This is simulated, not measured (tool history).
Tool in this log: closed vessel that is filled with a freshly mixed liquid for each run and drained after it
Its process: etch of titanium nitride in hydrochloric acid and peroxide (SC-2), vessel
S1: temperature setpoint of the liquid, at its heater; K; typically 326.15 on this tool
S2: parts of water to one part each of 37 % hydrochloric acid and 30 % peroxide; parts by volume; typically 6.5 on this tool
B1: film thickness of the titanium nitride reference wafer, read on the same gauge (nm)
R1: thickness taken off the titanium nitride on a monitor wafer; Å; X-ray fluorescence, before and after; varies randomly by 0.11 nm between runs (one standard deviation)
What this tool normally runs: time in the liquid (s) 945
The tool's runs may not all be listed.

{"run": 1, "hour": 0.0, "S1": 326.15, "S2": 7.5, "time in the liquid (s)": 945, "B1": 79.99, "R1": 421.1}
{"run": 2, "hour": 15.6, "S1": 326.15, "S2": 6.5, "time in the liquid (s)": 945, "B1": 79.99, "R1": 471.0}
{"run": 3, "hour": 30.2, "S1": 326.15, "S2": 6.5, "time in the liquid (s)": 945, "B1": 80.01, "R1": 474.1}
{"run": 4, "hour": 37.0, "S1": 326.15, "S2": 6.5, "time in the liquid (s)": 945, "B1": 80.01, "R1": 474.0}
{"run": 5, "hour": 45.7, "S1": 326.15, "S2": 6.5, "time in the liquid (s)": 945, "B1": 79.99, "R1": 471.5}
{"run": 6, "hour": 59.8, "S1": 326.15, "S2": 6.5, "time in the liquid (s)": 945, "B1": 79.96, "R1": 471.5}
{"run": 7, "hour": 66.7, "S1": 326.15, "S2": 6.5, "time in the liquid (s)": 945, "B1": 80.0, "R1": 469.6}
{"run": 8, "hour": 80.4, "S1": 322.15, "S2": 7.5, "time in the liquid (s)": 635, "B1": 80.04, "R1": 219.4}
{"run": 9, "hour": 90.2, "S1": 326.15, "S2": 9.5, "time in the liquid (s)": 945, "B1": 79.99, "R1": 347.3}
{"run": 10, "hour": 104.8, "S1": 326.15, "S2": 6.5, "time in the liquid (s)": 945, "B1": 80.01, "R1": 472.6}
{"hour": 108.1, "done": "gauge calibrated"}
{"hour": 116.9, "done": "chemicals flow meter replaced"}
{"hour": 117.0, "done": "new drum of peroxide connected"}
{"run": 11, "hour": 118.1, "S1": 326.15, "S2": 8.5, "time in the liquid (s)": 1330, "B1": 80.0, "R1": 556.5}
{"hour": 122.6, "done": "thermometer replaced"}
{"run": 12, "hour": 135.4, "S1": 332.15, "S2": 8.0, "time in the liquid (s)": 420, "B1": 79.98, "R1": 224.9}
{"run": 13, "hour": 151.6, "S1": 326.15, "S2": 6.5, "time in the liquid (s)": 945, "B1": 79.99, "R1": 405.4}
{"run": 14, "hour": 165.8, "S1": 320.15, "S2": 5.0, "time in the liquid (s)": 1260, "B1": 80.03, "R1": 441.8}

5 options for the next run, each taken on its own from the tool as it stands now. Forecast them:
{"run": "A", "hour": 166.7, "S1": 326.15, "S2": 6.5, "time in the liquid (s)": 945, "B1": "?", "R1": "?"}
{"run": "B", "hour": 166.7, "S1": 329.65, "S2": 6.5, "time in the liquid (s)": 1395, "B1": "?", "R1": "?"}
{"run": "C", "hour": 166.7, "S1": 326.15, "S2": 6.5, "time in the liquid (s)": 1455, "B1": "?", "R1": "?"}
{"run": "D", "hour": 166.7, "S1": 334.15, "S2": 4.0, "time in the liquid (s)": 510, "B1": "?", "R1": "?"}
{"run": "E", "hour": 166.7, "S1": 328.65, "S2": 5.5, "time in the liquid (s)": 530, "B1": "?", "R1": "?"}

run=A B1=79.97 R1=403.9
run=B B1=79.97 R1=747.6
run=C B1=79.97 R1=621.9
run=D B1=79.97 R1=514.4
run=E B1=79.97 R1=301.9
Without the tool's unlogged condition, the same runs would have read:
run=A R1=396.5
run=B R1=734.2
run=C R1=610.5
run=D R1=505.4
run=E R1=296.5

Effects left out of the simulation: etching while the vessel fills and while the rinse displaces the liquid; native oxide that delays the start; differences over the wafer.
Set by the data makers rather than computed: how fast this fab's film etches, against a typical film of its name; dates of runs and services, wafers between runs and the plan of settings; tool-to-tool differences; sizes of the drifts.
